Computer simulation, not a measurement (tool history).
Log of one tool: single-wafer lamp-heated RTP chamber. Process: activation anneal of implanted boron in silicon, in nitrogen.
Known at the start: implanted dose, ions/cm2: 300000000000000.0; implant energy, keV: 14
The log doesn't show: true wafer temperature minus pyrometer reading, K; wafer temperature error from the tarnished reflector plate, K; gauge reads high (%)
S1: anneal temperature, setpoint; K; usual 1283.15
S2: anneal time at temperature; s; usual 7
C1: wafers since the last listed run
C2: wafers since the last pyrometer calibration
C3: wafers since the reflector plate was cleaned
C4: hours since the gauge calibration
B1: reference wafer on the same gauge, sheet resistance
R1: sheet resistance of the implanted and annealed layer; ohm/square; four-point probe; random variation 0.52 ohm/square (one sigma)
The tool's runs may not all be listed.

Run 1, hour 0: usual settings but S1 1263.15 K, S2 10 s; C1 0; C2 4259; C3 11142; C4 83.4; B1 395.95. Result: R1 353.74 ohm/square.
Run 2, hour 9.6: usual settings but S1 1263.15 K, S2 10 s; C1 127; C2 4386; C3 11269; C4 93; B1 395.66. Result: R1 354.38 ohm/square.
Run 3, hour 18.3: usual settings but S1 1263.15 K, S2 10 s; C1 115; C2 4501; C3 11384; C4 101.7; B1 396.06. Result: R1 354.47 ohm/square.
Run 4, hour 32.5: usual settings but S1 1304.15 K; C1 187; C2 4689; C3 11572; C4 115.9; B1 395.9. Result: R1 343.45 ohm/square.
Run 5, hour 42.1: usual settings; C1 127; C2 4816; C3 11699; C4 125.5; B1 395.65. Result: R1 346.48 ohm/square.
Run 6, hour 54.4: usual settings; C1 162; C2 4979; C3 11862; C4 137.8; B1 396.05. Result: R1 346.85 ohm/square.
Run 7, hour 78: usual settings; C1 312; C2 5291; C3 12174; C4 161.4; B1 396.07. Result: R1 346.27 ohm/square.
Run 8, hour 90.7: usual settings; C1 168; C2 5459; C3 12342; C4 174.1; B1 395.89. Result: R1 347.58 ohm/square.
At hour 105.4: gauge calibrated.
Run 9, hour 142.6: usual settings; C1 686; C2 6146; C3 13029; C4 37.2; B1 395.87. Result: R1 346.84 ohm/square.

Run 10 comes next. What will it give?
Run 10, hour 160.5: usual settings but S1 1296.15 K, S2 4 s; C1 236; C2 6383; C3 13266; C4 55.1; B1 ?. Result: R1 ?.

{"run 10": {"B1": 395.98, "R1": 345.4}}
Without the tool's hidden state the same run would have given R1 345.4 ohm/square.
